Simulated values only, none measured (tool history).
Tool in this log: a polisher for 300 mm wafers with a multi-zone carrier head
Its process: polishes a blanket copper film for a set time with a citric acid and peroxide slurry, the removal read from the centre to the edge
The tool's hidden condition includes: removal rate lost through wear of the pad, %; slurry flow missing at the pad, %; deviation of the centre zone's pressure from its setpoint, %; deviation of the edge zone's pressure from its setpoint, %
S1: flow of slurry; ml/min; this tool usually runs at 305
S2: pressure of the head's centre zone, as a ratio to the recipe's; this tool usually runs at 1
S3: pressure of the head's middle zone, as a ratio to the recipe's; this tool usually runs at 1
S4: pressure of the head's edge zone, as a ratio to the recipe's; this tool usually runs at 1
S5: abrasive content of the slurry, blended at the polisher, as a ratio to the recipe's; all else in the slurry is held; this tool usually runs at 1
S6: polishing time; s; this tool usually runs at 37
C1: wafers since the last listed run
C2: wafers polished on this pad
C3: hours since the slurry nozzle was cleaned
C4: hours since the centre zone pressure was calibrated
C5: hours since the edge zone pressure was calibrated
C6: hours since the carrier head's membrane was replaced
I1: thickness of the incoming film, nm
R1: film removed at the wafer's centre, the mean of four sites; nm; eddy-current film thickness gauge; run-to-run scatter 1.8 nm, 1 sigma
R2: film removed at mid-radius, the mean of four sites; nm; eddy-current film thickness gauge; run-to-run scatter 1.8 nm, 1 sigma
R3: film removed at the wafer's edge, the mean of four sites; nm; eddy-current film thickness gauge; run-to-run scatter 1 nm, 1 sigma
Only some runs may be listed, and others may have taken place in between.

run   hour   S1    S2    S3    S4    S5  S6   C1    C2     C3     C4     C5      C6      I1     R1     R2     R3
  1      0  305     1     1  0.95     1  37    0   730  309.1  775.6  634.7  1568.6  1052.8  119.4  124.1  121.6
  2   13.9  305     1     1  0.94  1.15  37  140   871    323  789.5  648.6  1582.5  1057.8  126.4  125.5  125.4
  3     39  305     1  1.05  0.91     1  37  254  1126  348.1  814.6  673.7  1607.6  1051.9  118.3  131.6  119.3
  4   58.7  305     1     1     1     1  37  199  1325  367.8  834.3  693.4  1627.3    1050  120.6  122.1  124.8
  5   83.7  305     1   1.1     1     1  37  253  1579  392.8  859.3  718.4  1652.3  1038.7  118.2  134.2  126.7
     102.1  -- centre zone pressure recalibrated
     117.3  -- worn pad replaced by a new one
  6  118.4  305     1   0.9  0.91     1  46  290    11  427.5   16.3  753.1    1687  1056.7  157.8  142.5  149.3
  7  152.3  305  0.92     1     1     1  37  343   354  461.4   50.2    787  1720.9  1059.7  118.1  121.4    125
  8  166.3  350     1  0.92     1     1  37  141   496  475.4   64.2    801  1734.9  1031.6  129.7  114.3  127.5
  9  191.5  375     1     1     1     1  37  255   752  500.6   89.4  826.2  1760.1    1048  129.5  126.7  127.9
     192.5  -- slurry nozzle cleaned
 10  208.4  305  1.04     1   0.9     1  37  161   913   15.9  106.3  843.1    1777  1036.8  133.7  122.5  119.7
     212.7  -- edge zone pressure recalibrated
     234.1  -- carrier head's membrane replaced by a new one
 11  239.6  265  0.92     1     1     1  37  245  1158   47.1  137.5   26.9     5.5  1054.1  113.7  120.2  123.5
 12  270.2  375  0.89     1     1     1  37  310  1468   77.7  168.1   57.5    36.1  1061.3  114.5  124.8  128.6
 13  283.1  305  0.89     1     1   1.3  37  130  1599   90.6    181   70.4      49  1055.4  120.5    129  135.8
     311.9  -- worn pad replaced by a new one
 14  316.8  205     1     1  1.07   1.1  48  300    49  124.3  214.7  104.1    82.7  1052.3  158.6  156.7  164.7
 15  338.9  305     1     1  0.95     1  37  223   273  146.4  236.8  126.2   104.8  1061.8  125.9  121.9    124
 16  367.5  305     1     1  1.11   1.3  37  289   563    175  265.4  154.8   133.4  1051.4  132.5  133.1  142.4
 17  383.7  305  1.03     1     1     1  37  164   727  191.2  281.6    171   149.6  1043.6  127.6  121.9    125
 18  409.8  305   1.1  1.05     1     1  37  264   992  217.3  307.7  197.1   175.7  1032.5  138.8  129.3  125.8
 19  429.7  305     1     1     1     1  37  201  1193  237.2  327.6    217   195.6  1069.3  124.3  122.8  123.9
 20  448.2  305     1     1     1     1  32  187  1381  255.7  346.1  235.5   214.1  1058.1  109.6  107.3    110

5 options for the next run, each taken on its own from the tool as it stands now. Forecast them:
  A  448.6  410     1     1     1     1  37   4  1385  256.1  346.5  235.9  214.5  1032   ?   ?   ?
  B  448.6  305  0.92     1  1.09     1  37   4  1385  256.1  346.5  235.9  214.5  1032   ?   ?   ?
  C  448.6  340     1  0.89     1  0.75  37   4  1385  256.1  346.5  235.9  214.5  1032   ?   ?   ?
  D  448.6  305  1.07     1  0.91     1  41   4  1385  256.1  346.5  235.9  214.5  1032   ?   ?   ?
  E  448.6  305  1.08   1.1   0.9     1  30   4  1385  256.1  346.5  235.9  214.5  1032   ?   ?   ?

run     R1     R2     R3
  A  129.6  127.3  128.2
  B  115.9    124  131.1
  C  117.9  105.3  117.5
  D  149.2  137.4  133.2
  E  110.3    109   96.8
What these runs would have given with no unlogged condition in the tool:
run     R1     R2     R3
  A  130.8  127.3  128.2
  B    117    124  131.1
  C    119  105.3  117.5
  D  150.6  137.4  133.2
  E  111.3    109   96.8
